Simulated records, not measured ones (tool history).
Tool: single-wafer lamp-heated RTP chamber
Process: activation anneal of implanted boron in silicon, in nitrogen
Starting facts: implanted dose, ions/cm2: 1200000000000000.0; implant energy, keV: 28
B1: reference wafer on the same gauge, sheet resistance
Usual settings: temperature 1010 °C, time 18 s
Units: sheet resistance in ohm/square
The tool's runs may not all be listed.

run 1 day=0 | temperature=1010 time=23 | B1=116.05 | sheet_resistance=101.7
run 2 day=1.175 | temperature=1010 time=23 | B1=116.01 | sheet_resistance=101.21
-- day=2.958 reflector plate cleaned
run 3 day=2.979 | temperature=1010 time=25 | B1=115.9 | sheet_resistance=102.21
run 4 day=4.346 | temperature=1010 time=25 | B1=115.97 | sheet_resistance=102.17
run 5 day=5.667 | temperature=1010 time=25 | B1=115.99 | sheet_resistance=102.11
-- day=6.004 pyrometer window cleaned and pyrometer calibrated
run 6 day=12.221 | temperature=988 time=24 | B1=115.99 | sheet_resistance=106.52
run 7 day=13.871 | temperature=1033 time=18 | B1=115.87 | sheet_resistance=99.26
run 8 day=16.375 | temperature=1033 time=18 | B1=115.97 | sheet_resistance=99.34
run 9 day=18.308 | temperature=1010 time=14 | B1=116 | sheet_resistance=101.96
run 10 day=20.35 | temperature=1010 time=14 | B1=115.97 | sheet_resistance=101.91
-- day=22.638 reflector plate cleaned
run 11 day=22.658 | temperature=1026 time=18 | B1=115.99 | sheet_resistance=100.06
run 12 day=23.779 | temperature=1026 time=18 | B1=116.07 | sheet_resistance=100.34
run 13 day=26.233 | temperature=1019 time=18 | B1=115.96 | sheet_resistance=100.82
-- day=30.375 pyrometer window cleaned and pyrometer calibrated
run 14 day=33.496 | temperature=1010 time=18 | B1=115.93 | sheet_resistance=102.12
-- day=34.046 gauge calibrated
run 15 day=34.696 | temperature=1010 time=18 | B1=115.89 | sheet_resistance=102.1
run 16 day=37.462 | temperature=1010 time=18 | B1=115.94 | sheet_resistance=101.97
run 17 day=39.538 | temperature=1040 time=23 | B1=116 | sheet_resistance=99.14
run 18 day=42.45 | temperature=1010 time=18 | B1=115.94 | sheet_resistance=101.54
-- day=43.729 reflector plate cleaned
run 19 day=44.312 | temperature=1022 time=27 | B1=116.07 | sheet_resistance=99.91
run 20 day=45.842 | temperature=1028 time=23 | B1=116.05 | sheet_resistance=100.17
run 21 day=47.812 | temperature=1033 time=18 | B1=116.02 | sheet_resistance=100
run 22 day=49.171 | temperature=1029 time=18 | B1=116.07 | sheet_resistance=100.72
run 23 day=51.621 | temperature=1010 time=18 | B1=116.04 | sheet_resistance=101.24
-- day=55.571 pyrometer window cleaned and pyrometer calibrated
run 24 day=60.192 | temperature=988 time=24 | B1=116.02 | sheet_resistance=105.11
-- day=61.933 reflector plate cleaned
run 25 day=61.954 | temperature=1022 time=13 | B1=116.06 | sheet_resistance=101.29
run 26 day=62.704 | temperature=1000 time=8 | B1=116.17 | sheet_resistance=107.79
run 27 day=63.929 | temperature=1010 time=9 | B1=115.94 | sheet_resistance=104.03
run 28 day=65.112 | temperature=993 time=10 | B1=115.9 | sheet_resistance=109.32
run 29 day=67.904 | temperature=1039 time=23 | B1=115.87 | sheet_resistance=99.16
run 30 day=70.225 | temperature=1010 time=27 | B1=115.98 | sheet_resistance=102.07
run 31 day=78.108 | temperature=996 time=18 | B1=115.9 | sheet_resistance=103.91
-- day=78.783 reflector plate cleaned
run 32 day=80.258 | temperature=1010 time=12 | B1=115.83 | sheet_resistance=102.92
-- day=82.017 pyrometer window cleaned and pyrometer calibrated
run 33 day=82.579 | temperature=1019 time=24 | B1=116.04 | sheet_resistance=100.65
run 34 day=84.821 | temperature=982 time=18 | B1=115.97 | sheet_resistance=110.36
run 35 day=85.954 | temperature=1010 time=18 | B1=116 | sheet_resistance=101.41

5 ways to go on from here, each from the tool as it stands after run 35. What would each give?
run A day=85.971 | temperature=1010 time=18 | B1=? | sheet_resistance=?
run B day=85.971 | temperature=993 time=18 | B1=? | sheet_resistance=?
run C day=85.971 | temperature=993 time=26 | B1=? | sheet_resistance=?
run D day=85.971 | temperature=985 time=18 | B1=? | sheet_resistance=?
run E day=85.971 | temperature=982 time=11 | B1=? | sheet_resistance=?

run=A B1=116.13 sheet_resistance=102.09
run=B B1=116.13 sheet_resistance=105.84
run=C B1=116.13 sheet_resistance=104.76
run=D B1=116.13 sheet_resistance=109.01
run=E B1=116.13 sheet_resistance=113.16
With the hidden condition removed and each run's random variation left untouched, the same runs would have given:
run=A sheet_resistance=102.79
run=B sheet_resistance=107.45
run=C sheet_resistance=106.12
run=D sheet_resistance=111.33
run=E sheet_resistance=116.33

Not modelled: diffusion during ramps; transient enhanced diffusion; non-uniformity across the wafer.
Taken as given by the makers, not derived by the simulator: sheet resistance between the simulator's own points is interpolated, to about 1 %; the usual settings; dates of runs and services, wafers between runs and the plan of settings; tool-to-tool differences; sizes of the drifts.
